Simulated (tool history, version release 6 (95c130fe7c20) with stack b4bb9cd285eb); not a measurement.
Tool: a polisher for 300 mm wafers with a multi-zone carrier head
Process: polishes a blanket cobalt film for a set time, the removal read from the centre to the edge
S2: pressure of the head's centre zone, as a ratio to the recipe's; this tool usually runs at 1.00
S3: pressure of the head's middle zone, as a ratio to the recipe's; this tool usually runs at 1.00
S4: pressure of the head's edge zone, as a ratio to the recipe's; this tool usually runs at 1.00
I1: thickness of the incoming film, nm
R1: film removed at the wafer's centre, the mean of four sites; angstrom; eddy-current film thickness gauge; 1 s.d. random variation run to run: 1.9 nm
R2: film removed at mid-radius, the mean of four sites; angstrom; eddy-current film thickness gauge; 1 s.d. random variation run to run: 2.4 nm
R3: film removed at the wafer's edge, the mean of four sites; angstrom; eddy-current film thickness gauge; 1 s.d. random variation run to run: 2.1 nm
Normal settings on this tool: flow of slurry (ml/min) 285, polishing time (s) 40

run 1 hour=0.0 | flow_of_slurry_(ml/min)=285 S2=1.00 S3=1.00 S4=1.00 polishing_time_(s)=40 | I1=642.4 | R1=1827 R2=1829 R3=1837
run 2 hour=100.0 | flow_of_slurry_(ml/min)=250 S2=0.97 S3=1.00 S4=1.09 polishing_time_(s)=40 | I1=650.0 | R1=1749 R2=1782 R3=1871
run 3 hour=139.0 | flow_of_slurry_(ml/min)=285 S2=1.12 S3=1.00 S4=1.00 polishing_time_(s)=40 | I1=645.4 | R1=2044 R2=1794 R3=1809
-- hour=204.9 worn pad replaced by a new one
run 4 hour=211.7 | flow_of_slurry_(ml/min)=255 S2=1.00 S3=1.00 S4=1.00 polishing_time_(s)=40 | I1=642.9 | R1=1883 R2=1838 R3=1891
run 5 hour=261.3 | flow_of_slurry_(ml/min)=285 S2=1.00 S3=1.00 S4=1.00 polishing_time_(s)=40 | I1=657.0 | R1=1910 R2=1905 R3=1894
run 6 hour=346.8 | flow_of_slurry_(ml/min)=285 S2=0.94 S3=0.94 S4=1.05 polishing_time_(s)=33 | I1=659.6 | R1=1493 R2=1463 R3=1598
run 7 hour=411.3 | flow_of_slurry_(ml/min)=210 S2=0.96 S3=1.00 S4=1.00 polishing_time_(s)=27 | I1=658.1 | R1=1190 R2=1208 R3=1241
run 8 hour=495.8 | flow_of_slurry_(ml/min)=195 S2=1.00 S3=1.00 S4=1.00 polishing_time_(s)=40 | I1=652.7 | R1=1806 R2=1793 R3=1853
-- hour=567.0 carrier head's membrane replaced by a new one
-- hour=633.3 centre zone pressure recalibrated
-- hour=656.3 edge zone pressure recalibrated
run 9 hour=677.1 | flow_of_slurry_(ml/min)=365 S2=1.00 S3=1.00 S4=0.93 polishing_time_(s)=40 | I1=650.7 | R1=1872 R2=1840 R3=1821
run 10 hour=775.3 | flow_of_slurry_(ml/min)=285 S2=1.00 S3=1.00 S4=1.00 polishing_time_(s)=40 | I1=651.2 | R1=1793 R2=1784 R3=1801
-- hour=828.7 slurry nozzle cleaned
run 11 hour=908.7 | flow_of_slurry_(ml/min)=285 S2=1.00 S3=1.00 S4=1.00 polishing_time_(s)=40 | I1=638.2 | R1=1811 R2=1804 R3=1841
-- hour=983.2 worn pad replaced by a new one
run 12 hour=994.2 | flow_of_slurry_(ml/min)=205 S2=0.95 S3=0.93 S4=1.00 polishing_time_(s)=53 | I1=644.9 | R1=2349 R2=2301 R3=2522
run 13 hour=1083.2 | flow_of_slurry_(ml/min)=285 S2=1.00 S3=1.00 S4=1.00 polishing_time_(s)=40 | I1=645.5 | R1=1901 R2=1918 R3=1894
run 14 hour=1123.0 | flow_of_slurry_(ml/min)=285 S2=1.00 S3=1.00 S4=1.00 polishing_time_(s)=35 | I1=642.1 | R1=1661 R2=1633 R3=1663
run 15 hour=1173.3 | flow_of_slurry_(ml/min)=320 S2=1.00 S3=1.11 S4=1.00 polishing_time_(s)=40 | I1=656.6 | R1=1897 R2=2016 R3=1935
run 16 hour=1259.1 | flow_of_slurry_(ml/min)=285 S2=1.00 S3=1.00 S4=1.00 polishing_time_(s)=47 | I1=649.2 | R1=2153 R2=2180 R3=2161

Forecast run 17:
run 17 hour=1350.6 | flow_of_slurry_(ml/min)=285 S2=0.95 S3=1.09 S4=1.00 polishing_time_(s)=40 | I1=656.7 | R1=? R2=? R3=?

{"run 17": {"R1": 1764, "R2": 1950, "R3": 1835}}
The same run, on a tool lacking any hidden state, would have yielded R1 1832 angstrom, R2 2020 angstrom, R3 1891 angstrom.
